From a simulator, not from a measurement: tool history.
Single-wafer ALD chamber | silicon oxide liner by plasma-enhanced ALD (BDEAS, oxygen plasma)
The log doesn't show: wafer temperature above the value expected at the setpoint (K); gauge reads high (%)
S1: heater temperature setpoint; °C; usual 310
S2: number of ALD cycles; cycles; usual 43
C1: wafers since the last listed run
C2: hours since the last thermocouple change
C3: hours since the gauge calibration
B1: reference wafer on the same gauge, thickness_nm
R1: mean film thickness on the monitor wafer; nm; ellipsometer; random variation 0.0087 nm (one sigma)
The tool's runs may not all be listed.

Run 1, hour 0.0: usual settings; C1 0; C2 1205.9; C3 1236.0; B1 3.948. Result: R1 3.505 nm.
Run 2, hour 49.5: usual settings; C1 217; C2 1255.4; C3 1285.5; B1 3.953. Result: R1 3.502 nm.
Run 3, hour 93.8: usual settings; C1 194; C2 1299.7; C3 1329.8; B1 3.954. Result: R1 3.496 nm.
Run 4, hour 139.8: usual settings; C1 201; C2 1345.7; C3 1375.8; B1 3.956. Result: R1 3.522 nm.
Run 5, hour 326.5: usual settings but S1 302 °C; C1 818; C2 1532.4; C3 1562.5; B1 3.962. Result: R1 3.541 nm.
Run 6, hour 414.8: usual settings but S1 302 °C; C1 387; C2 1620.7; C3 1650.8; B1 3.965. Result: R1 3.533 nm.
Run 7, hour 496.9: usual settings but S1 302 °C; C1 360; C2 1702.8; C3 1732.9; B1 3.962. Result: R1 3.545 nm.
Run 8, hour 566.5: usual settings; C1 305; C2 1772.4; C3 1802.5; B1 3.971. Result: R1 3.528 nm.
Run 9, hour 643.7: usual settings; C1 338; C2 1849.6; C3 1879.7; B1 3.975. Result: R1 3.522 nm.
Run 10, hour 742.1: usual settings; C1 431; C2 1948.0; C3 1978.1; B1 3.977. Result: R1 3.530 nm.
Run 11, hour 795.5: usual settings; C1 234; C2 2001.4; C3 2031.5; B1 3.976. Result: R1 3.528 nm.
Run 12, hour 881.4: usual settings; C1 376; C2 2087.3; C3 2117.4; B1 3.980. Result: R1 3.531 nm.
Run 13, hour 937.4: usual settings; C1 245; C2 2143.3; C3 2173.4; B1 3.978. Result: R1 3.554 nm.
Run 14, hour 1015.0: usual settings but S1 301 °C; C1 340; C2 2220.9; C3 2251.0; B1 3.989. Result: R1 3.576 nm.
Run 15, hour 1053.7: usual settings but S1 301 °C; C1 169; C2 2259.6; C3 2289.7; B1 3.984. Result: R1 3.567 nm.
At hour 1271.7: thermocouple changed; heater temperature recalibrated.
Run 16, hour 1293.8: usual settings but S1 301 °C; C1 1018; C2 22.1; C3 2529.8; B1 3.995. Result: R1 3.572 nm.
Run 17, hour 1518.9: usual settings; C1 987; C2 247.2; C3 2754.9; B1 3.999. Result: R1 3.557 nm.
Run 18, hour 1722.8: usual settings; C1 894; C2 451.1; C3 2958.8; B1 4.005. Result: R1 3.535 nm.
At hour 1782.9: gauge calibrated.
Run 19, hour 1816.1: usual settings; C1 409; C2 544.4; C3 33.2; B1 3.893. Result: R1 3.436 nm.
Run 20, hour 1889.8: usual settings; C1 323; C2 618.1; C3 106.9; B1 3.897. Result: R1 3.457 nm.
Run 21, hour 1942.0: usual settings but S1 315 °C; C1 228; C2 670.3; C3 159.1; B1 3.897. Result: R1 3.423 nm.
Run 22, hour 1990.9: usual settings but S1 315 °C; C1 214; C2 719.2; C3 208.0; B1 3.899. Result: R1 3.436 nm.
Run 23, hour 2069.2: usual settings but S1 302 °C, S2 39 cycles; C1 343; C2 797.5; C3 286.3; B1 3.902. Result: R1 3.179 nm.
Run 24, hour 2157.8: usual settings; C1 388; C2 886.1; C3 374.9; B1 3.899. Result: R1 3.460 nm.
Run 25, hour 2210.5: usual settings but S1 297 °C; C1 231; C2 938.8; C3 427.6; B1 3.909. Result: R1 3.536 nm.
Run 26, hour 2259.2: usual settings but S2 51 cycles; C1 213; C2 987.5; C3 476.3; B1 3.910. Result: R1 4.105 nm.
Run 27, hour 2350.0: usual settings; C1 398; C2 1078.3; C3 567.1; B1 3.912. Result: R1 3.475 nm.
Run 28, hour 2439.3: usual settings but S2 38 cycles; C1 391; C2 1167.6; C3 656.4; B1 3.912. Result: R1 3.059 nm.
Run 29, hour 2533.6: usual settings but S2 35 cycles; C1 413; C2 1261.9; C3 750.7; B1 3.915. Result: R1 2.823 nm.
Run 30, hour 2590.6: usual settings; C1 250; C2 1318.9; C3 807.7; B1 3.917. Result: R1 3.481 nm.
Run 31, hour 2647.0: usual settings; C1 247; C2 1375.3; C3 864.1; B1 3.918. Result: R1 3.475 nm.
Run 32, hour 2732.9: usual settings; C1 376; C2 1461.2; C3 950.0; B1 3.919. Result: R1 3.473 nm.
Run 33, hour 2790.5: usual settings but S1 314 °C, S2 51 cycles; C1 252; C2 1518.8; C3 1007.6; B1 3.924. Result: R1 4.095 nm.
Run 34, hour 2862.9: usual settings but S1 301 °C, S2 39 cycles; C1 317; C2 1591.2; C3 1080.0; B1 3.929. Result: R1 3.190 nm.
Run 35, hour 2940.3: usual settings but S1 322 °C, S2 38 cycles; C1 339; C2 1668.6; C3 1157.4; B1 3.930. Result: R1 3.039 nm.
Run 36, hour 3013.1: usual settings but S1 323 °C, S2 40 cycles; C1 319; C2 1741.4; C3 1230.2; B1 3.930. Result: R1 3.187 nm.
Run 37, hour 3076.6: usual settings but S1 295 °C, S2 49 cycles; C1 278; C2 1804.9; C3 1293.7; B1 3.933. Result: R1 4.097 nm.
Run 38, hour 3150.5: usual settings but S1 297 °C, S2 49 cycles; C1 324; C2 1878.8; C3 1367.6; B1 3.940. Result: R1 4.061 nm.
Run 39, hour 3190.7: usual settings but S2 35 cycles; C1 176; C2 1919.0; C3 1407.8; B1 3.939. Result: R1 2.837 nm.
Run 40, hour 3270.6: usual settings but S2 51 cycles; C1 350; C2 1998.9; C3 1487.7; B1 3.940. Result: R1 4.133 nm.
Run 41, hour 3362.2: usual settings; C1 401; C2 2090.5; C3 1579.3; B1 3.940. Result: R1 3.493 nm.
Run 42, hour 3424.4: usual settings but S2 45 cycles; C1 272; C2 2152.7; C3 1641.5; B1 3.948. Result: R1 3.659 nm.
Run 43, hour 3506.5: usual settings but S1 316 °C, S2 48 cycles; C1 360; C2 2234.8; C3 1723.6; B1 3.945. Result: R1 3.857 nm.
Run 44, hour 3572.9: usual settings; C1 291; C2 2301.2; C3 1790.0; B1 3.952. Result: R1 3.502 nm.
Run 45, hour 3638.5: usual settings but S1 319 °C, S2 47 cycles; C1 287; C2 2366.8; C3 1855.6; B1 3.950. Result: R1 3.779 nm.

Hidden state or all else? Some run-to-run changes of R1, split into what the settings, what came in and random variation would give without the hidden state, and what is left for the hidden state (with any gauge scatter that isn't in both results):
Run 15 -> 16: thermocouple changed; heater temperature recalibrated. R1 +0.005 nm: hidden state +0.007, all else -0.002.
Run 18 -> 19: gauge calibrated. R1 -0.099 nm: hidden state -0.100, all else +0.001.
Run 36 -> 37: S1 323 -> 295, S2 40 -> 49. R1 +0.910 nm: hidden state +0.005, all else +0.905.
Run 38 -> 39: S1 297 -> 310, S2 49 -> 35. R1 -1.224 nm: hidden state -0.004, all else -1.220.
Run 39 -> 40: S2 35 -> 51. R1 +1.296 nm: hidden state +0.008, all else +1.288.
